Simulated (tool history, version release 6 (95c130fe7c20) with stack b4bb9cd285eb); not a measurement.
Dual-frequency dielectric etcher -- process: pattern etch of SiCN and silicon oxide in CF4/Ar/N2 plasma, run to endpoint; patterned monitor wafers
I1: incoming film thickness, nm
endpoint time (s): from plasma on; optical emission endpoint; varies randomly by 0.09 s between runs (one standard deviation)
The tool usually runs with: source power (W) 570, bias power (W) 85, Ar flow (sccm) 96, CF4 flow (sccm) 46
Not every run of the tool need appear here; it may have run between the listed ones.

{"run": 1, "day": 0.0, "source power (W)": 630, "bias power (W)": 85, "Ar flow (sccm)": 96, "CF4 flow (sccm)": 46, "I1": 10.52, "endpoint time (s)": 9.6}
{"day": 0.829, "done": "source power generator calibrated"}
{"run": 2, "day": 3.496, "source power (W)": 570, "bias power (W)": 85, "Ar flow (sccm)": 96, "CF4 flow (sccm)": 46, "I1": 10.56, "endpoint time (s)": 10}
{"day": 5.388, "done": "CF4 flow controller replaced"}
{"run": 3, "day": 7.888, "source power (W)": 570, "bias power (W)": 85, "Ar flow (sccm)": 96, "CF4 flow (sccm)": 46, "I1": 10.45, "endpoint time (s)": 10.1}
{"day": 9.946, "done": "bias power generator calibrated"}
{"run": 4, "day": 12.204, "source power (W)": 570, "bias power (W)": 85, "Ar flow (sccm)": 96, "CF4 flow (sccm)": 46, "I1": 10.49, "endpoint time (s)": 10.1}
{"day": 15.162, "done": "wet clean of the chamber"}
{"run": 5, "day": 15.183, "source power (W)": 570, "bias power (W)": 85, "Ar flow (sccm)": 108, "CF4 flow (sccm)": 46, "I1": 10.48, "endpoint time (s)": 10.4}
{"run": 6, "day": 16.183, "source power (W)": 570, "bias power (W)": 95, "Ar flow (sccm)": 96, "CF4 flow (sccm)": 57, "I1": 10.57, "endpoint time (s)": 9.7}
{"run": 7, "day": 20.25, "source power (W)": 570, "bias power (W)": 85, "Ar flow (sccm)": 96, "CF4 flow (sccm)": 46, "I1": 10.6, "endpoint time (s)": 10.5}
{"run": 8, "day": 24.433, "source power (W)": 460, "bias power (W)": 103, "Ar flow (sccm)": 87, "CF4 flow (sccm)": 46, "I1": 10.54, "endpoint time (s)": 12.6}
{"run": 9, "day": 27.921, "source power (W)": 570, "bias power (W)": 97, "Ar flow (sccm)": 96, "CF4 flow (sccm)": 46, "I1": 10.47, "endpoint time (s)": 9.9}
{"run": 10, "day": 32.342, "source power (W)": 660, "bias power (W)": 72, "Ar flow (sccm)": 109, "CF4 flow (sccm)": 35, "I1": 10.63, "endpoint time (s)": 9.8}
{"run": 11, "day": 34.65, "source power (W)": 570, "bias power (W)": 85, "Ar flow (sccm)": 96, "CF4 flow (sccm)": 46, "I1": 10.55, "endpoint time (s)": 10.3}
{"day": 36.867, "done": "wet clean of the chamber"}
{"day": 37.733, "done": "upper electrode replaced"}
{"run": 12, "day": 37.754, "source power (W)": 510, "bias power (W)": 76, "Ar flow (sccm)": 96, "CF4 flow (sccm)": 46, "I1": 10.45, "endpoint time (s)": 11.9}
{"day": 39.954, "done": "Ar flow controller replaced"}
{"run": 13, "day": 49.867, "source power (W)": 570, "bias power (W)": 85, "Ar flow (sccm)": 90, "CF4 flow (sccm)": 46, "I1": 10.51, "endpoint time (s)": 10.3}
{"run": 14, "day": 53.671, "source power (W)": 570, "bias power (W)": 85, "Ar flow (sccm)": 96, "CF4 flow (sccm)": 46, "I1": 10.44, "endpoint time (s)": 10.1}
{"run": 15, "day": 57.529, "source power (W)": 670, "bias power (W)": 85, "Ar flow (sccm)": 96, "CF4 flow (sccm)": 42, "I1": 10.51, "endpoint time (s)": 8.9}
{"day": 60.033, "done": "wet clean of the chamber"}
{"run": 16, "day": 61.621, "source power (W)": 570, "bias power (W)": 85, "Ar flow (sccm)": 96, "CF4 flow (sccm)": 46, "I1": 10.52, "endpoint time (s)": 10.3}
{"run": 17, "day": 63.525, "source power (W)": 570, "bias power (W)": 79, "Ar flow (sccm)": 96, "CF4 flow (sccm)": 55, "I1": 10.66, "endpoint time (s)": 10.3}
{"run": 18, "day": 67.45, "source power (W)": 430, "bias power (W)": 96, "Ar flow (sccm)": 96, "CF4 flow (sccm)": 46, "I1": 10.5, "endpoint time (s)": 14.3}
{"run": 19, "day": 71.575, "source power (W)": 570, "bias power (W)": 91, "Ar flow (sccm)": 96, "CF4 flow (sccm)": 46, "I1": 10.52, "endpoint time (s)": 10.3}
{"run": 20, "day": 73.325, "source power (W)": 570, "bias power (W)": 106, "Ar flow (sccm)": 96, "CF4 flow (sccm)": 37, "I1": 10.47, "endpoint time (s)": 10.2}
{"run": 21, "day": 74.867, "source power (W)": 570, "bias power (W)": 99, "Ar flow (sccm)": 96, "CF4 flow (sccm)": 46, "I1": 10.46, "endpoint time (s)": 10.1}
{"run": 22, "day": 78.662, "source power (W)": 700, "bias power (W)": 85, "Ar flow (sccm)": 96, "CF4 flow (sccm)": 46, "I1": 10.53, "endpoint time (s)": 8.4}
{"run": 23, "day": 81.392, "source power (W)": 660, "bias power (W)": 72, "Ar flow (sccm)": 109, "CF4 flow (sccm)": 35, "I1": 10.42, "endpoint time (s)": 9.8}

Measured result minus the same run's result without the hidden state. Both carry the same run-to-run variation, though not necessarily the same gauge scatter:
Hidden state at play: etch rate over this chamber's usual, %; source power that arrives over what is set, %; bias power that arrives over what is set, %; Ar flow that arrives over what is set, %; CF4 flow that arrives over what is set, %.
run=1 endpoint_time_(s)=+0.5
run=2 endpoint_time_(s)=-0.1
run=3 endpoint_time_(s)=-0.1
run=4 endpoint_time_(s)=-0.1
run=5 endpoint_time_(s)=+0
run=6 endpoint_time_(s)=+0
run=7 endpoint_time_(s)=+0
run=8 endpoint_time_(s)=+0
run=9 endpoint_time_(s)=+0
run=10 endpoint_time_(s)=+0
run=11 endpoint_time_(s)=+0
run=12 endpoint_time_(s)=+0
run=13 endpoint_time_(s)=+0
run=14 endpoint_time_(s)=+0.1
run=15 endpoint_time_(s)=+0
run=16 endpoint_time_(s)=+0.1
run=17 endpoint_time_(s)=+0.1
run=18 endpoint_time_(s)=+0.2
run=19 endpoint_time_(s)=+0.1
run=20 endpoint_time_(s)=+0.1
run=21 endpoint_time_(s)=+0.2
run=22 endpoint_time_(s)=+0.1
run=23 endpoint_time_(s)=+0.2
